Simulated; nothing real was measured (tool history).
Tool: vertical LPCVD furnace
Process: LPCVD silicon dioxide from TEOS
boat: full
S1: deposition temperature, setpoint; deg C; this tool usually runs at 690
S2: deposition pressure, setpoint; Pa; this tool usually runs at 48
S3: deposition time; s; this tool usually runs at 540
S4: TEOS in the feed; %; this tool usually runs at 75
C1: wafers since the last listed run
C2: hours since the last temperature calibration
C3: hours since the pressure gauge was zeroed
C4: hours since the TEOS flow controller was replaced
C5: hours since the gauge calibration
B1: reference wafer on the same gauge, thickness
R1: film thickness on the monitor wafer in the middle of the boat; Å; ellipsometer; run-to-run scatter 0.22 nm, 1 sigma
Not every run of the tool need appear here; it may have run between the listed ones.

run 1 hour=0 | S1=690 S2=48 S3=540 S4=75 | C1=0 C2=1898 C3=840.8 C4=4228.8 C5=11.9 | B1=55.83 | R1=565.9
run 2 hour=64.4 | S1=690 S2=48 S3=540 S4=75 | C1=1054 C2=1962.4 C3=905.2 C4=4293.2 C5=76.3 | B1=55.74 | R1=562.1
run 3 hour=101.7 | S1=687 S2=48 S3=540 S4=82 | C1=610 C2=1999.7 C3=942.5 C4=4330.5 C5=113.6 | B1=55.64 | R1=550.9
run 4 hour=164.1 | S1=690 S2=48 S3=540 S4=75 | C1=1022 C2=2062.1 C3=1004.9 C4=4392.9 C5=176 | B1=55.53 | R1=564.5
run 5 hour=190.5 | S1=690 S2=48 S3=540 S4=75 | C1=432 C2=2088.5 C3=1031.3 C4=4419.3 C5=202.4 | B1=55.46 | R1=560.2
run 6 hour=240.6 | S1=690 S2=48 S3=540 S4=75 | C1=820 C2=2138.6 C3=1081.4 C4=4469.4 C5=252.5 | B1=55.39 | R1=564.6
run 7 hour=299.8 | S1=690 S2=48 S3=390 S4=83 | C1=969 C2=2197.8 C3=1140.6 C4=4528.6 C5=311.7 | B1=55.11 | R1=426.8
-- hour=353.4 thermocouples replaced and temperature profile calibrated
run 8 hour=353.9 | S1=690 S2=48 S3=390 S4=83 | C1=493 C2=0.5 C3=1194.7 C4=4582.7 C5=365.8 | B1=55.15 | R1=425.8
run 9 hour=381.6 | S1=690 S2=48 S3=540 S4=75 | C1=453 C2=28.2 C3=1222.4 C4=4610.4 C5=393.5 | B1=55.07 | R1=558.8
run 10 hour=412.8 | S1=690 S2=48 S3=540 S4=75 | C1=511 C2=59.4 C3=1253.6 C4=4641.6 C5=424.7 | B1=54.99 | R1=559
run 11 hour=457.2 | S1=690 S2=48 S3=540 S4=75 | C1=727 C2=103.8 C3=1298 C4=4686 C5=469.1 | B1=54.85 | R1=559.4
run 12 hour=492.8 | S1=690 S2=48 S3=540 S4=75 | C1=583 C2=139.4 C3=1333.6 C4=4721.6 C5=504.7 | B1=54.93 | R1=554.5
run 13 hour=695.2 | S1=690 S2=48 S3=540 S4=75 | C1=3315 C2=341.8 C3=1536 C4=4924 C5=707.1 | B1=54.41 | R1=550
-- hour=750.4 TEOS flow controller replaced
run 14 hour=757.7 | S1=685 S2=48 S3=540 S4=75 | C1=630 C2=404.3 C3=1598.5 C4=7.3 C5=769.6 | B1=54.23 | R1=490.9
run 15 hour=811 | S1=690 S2=56.7 S3=420 S4=75 | C1=873 C2=457.6 C3=1651.8 C4=60.6 C5=822.9 | B1=54.1 | R1=463.1
run 16 hour=847.8 | S1=690 S2=59.3 S3=540 S4=83 | C1=602 C2=494.4 C3=1688.6 C4=97.4 C5=859.7 | B1=54.15 | R1=641.1
run 17 hour=917.9 | S1=690 S2=48 S3=540 S4=75 | C1=1148 C2=564.5 C3=1758.7 C4=167.5 C5=929.8 | B1=53.91 | R1=546.1
run 18 hour=987.1 | S1=690 S2=48 S3=540 S4=75 | C1=1133 C2=633.7 C3=1827.9 C4=236.7 C5=999 | B1=53.82 | R1=544.5
-- hour=1019.3 gauge calibrated
-- hour=1051 pressure gauge zeroed
run 19 hour=1051.5 | S1=683 S2=48 S3=630 S4=69 | C1=661 C2=698.1 C3=0.5 C4=301.1 C5=32.2 | B1=55.47 | R1=531.3
run 20 hour=1075.4 | S1=686 S2=36.7 S3=540 S4=86 | C1=391 C2=722 C3=24.4 C4=325 C5=56.1 | B1=55.48 | R1=477.8
run 21 hour=1133.9 | S1=690 S2=40.7 S3=540 S4=87 | C1=958 C2=780.5 C3=82.9 C4=383.5 C5=114.6 | B1=55.4 | R1=558.3
run 22 hour=1184.6 | S1=682 S2=44 S3=540 S4=67 | C1=830 C2=831.2 C3=133.6 C4=434.2 C5=165.3 | B1=55.27 | R1=417.2
run 23 hour=1213.5 | S1=690 S2=48 S3=540 S4=75 | C1=473 C2=860.1 C3=162.5 C4=463.1 C5=194.2 | B1=55.12 | R1=562.6
run 24 hour=1284.3 | S1=679 S2=48 S3=630 S4=75 | C1=1159 C2=930.9 C3=233.3 C4=533.9 C5=265 | B1=55.13 | R1=500.1
run 25 hour=1332.9 | S1=679 S2=48 S3=540 S4=75 | C1=796 C2=979.5 C3=281.9 C4=582.5 C5=313.6 | B1=54.98 | R1=426.4
run 26 hour=1379.2 | S1=690 S2=48 S3=630 S4=84 | C1=758 C2=1025.8 C3=328.2 C4=628.8 C5=359.9 | B1=54.81 | R1=682.5
run 27 hour=1450 | S1=690 S2=48 S3=690 S4=79 | C1=1159 C2=1096.6 C3=399 C4=699.6 C5=430.7 | B1=54.69 | R1=723.7
run 28 hour=1489.7 | S1=682 S2=48 S3=750 S4=75 | C1=650 C2=1136.3 C3=438.7 C4=739.3 C5=470.4 | B1=54.6 | R1=635.1
run 29 hour=1527.1 | S1=690 S2=48 S3=540 S4=75 | C1=612 C2=1173.7 C3=476.1 C4=776.7 C5=507.8 | B1=54.53 | R1=550.6
run 30 hour=1558.5 | S1=690 S2=52.7 S3=540 S4=75 | C1=514 C2=1205.1 C3=507.5 C4=808.1 C5=539.2 | B1=54.52 | R1=577.2

What if the next run were any one of these 5? Each begins from the tool's condition after run 30:
run A hour=1562.2 | S1=690 S2=48 S3=540 S4=75 | C1=60 C2=1208.8 C3=511.2 C4=811.8 C5=542.9 | B1=? | R1=?
run B hour=1562.2 | S1=686 S2=56 S3=630 S4=75 | C1=60 C2=1208.8 C3=511.2 C4=811.8 C5=542.9 | B1=? | R1=?
run C hour=1562.2 | S1=690 S2=48 S3=540 S4=69 | C1=60 C2=1208.8 C3=511.2 C4=811.8 C5=542.9 | B1=? | R1=?
run D hour=1562.2 | S1=684 S2=48 S3=540 S4=68 | C1=60 C2=1208.8 C3=511.2 C4=811.8 C5=542.9 | B1=? | R1=?
run E hour=1562.2 | S1=695 S2=48 S3=420 S4=68 | C1=60 C2=1208.8 C3=511.2 C4=811.8 C5=542.9 | B1=? | R1=?

run=A B1=54.39 R1=553.3
run=B B1=54.39 R1=633.8
run=C B1=54.39 R1=530.7
run=D B1=54.39 R1=456.4
run=E B1=54.39 R1=461.1
Take away the tool's hidden state, keep each run's random variation, and the runs would have read:
run=A R1=565.6
run=B R1=647.9
run=C R1=542.6
run=D R1=466.7
run=E R1=471.4

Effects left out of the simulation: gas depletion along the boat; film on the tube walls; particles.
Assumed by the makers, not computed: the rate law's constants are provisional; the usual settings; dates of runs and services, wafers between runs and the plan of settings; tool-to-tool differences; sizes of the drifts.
